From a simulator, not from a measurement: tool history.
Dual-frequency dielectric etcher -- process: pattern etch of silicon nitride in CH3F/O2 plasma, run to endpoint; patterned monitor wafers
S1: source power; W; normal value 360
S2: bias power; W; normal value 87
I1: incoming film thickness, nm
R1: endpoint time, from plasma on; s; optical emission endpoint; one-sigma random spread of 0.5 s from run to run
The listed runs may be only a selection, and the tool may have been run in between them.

run,day,S1,S2,I1,R1
1,0.000,360,82,100.6,113.9
2,1.283,360,87,100.6,111.2
3,2.296,360,87,99.9,110.5
4,3.779,360,87,100.5,111.4
5,4.512,360,87,99.7,110.7
# day 6.725: wet clean of the chamber
6,6.746,360,87,100.0,113.7
7,6.762,400,87,99.7,111.0
8,8.129,400,87,99.4,110.7
9,8.712,400,87,99.8,111.2
10,9.317,310,92,100.8,117.9
# day 11.125: wet clean of the chamber, repeated, since the last time left the tool worse
11,11.146,310,92,98.9,109.0
12,11.846,360,77,100.4,115.1
13,12.875,360,77,99.7,116.3
14,13.583,360,87,100.8,109.7
15,14.800,390,75,100.2,114.6
16,16.150,360,87,99.2,108.3
17,17.583,420,107,100.5,94.2
18,18.417,300,107,99.5,103.6
19,19.138,300,69,98.8,130.2
20,20.575,290,72,100.3,130.1
# day 21.308: source power generator calibrated
# day 21.938: upper electrode replaced
21,21.958,390,87,100.6,108.3

For run 22, what comes out?
22,22.633,410,87,100.6,?

R1: 107.2 s
Had the tool carried no hidden state, the very same run would have given R1 104.6 s.
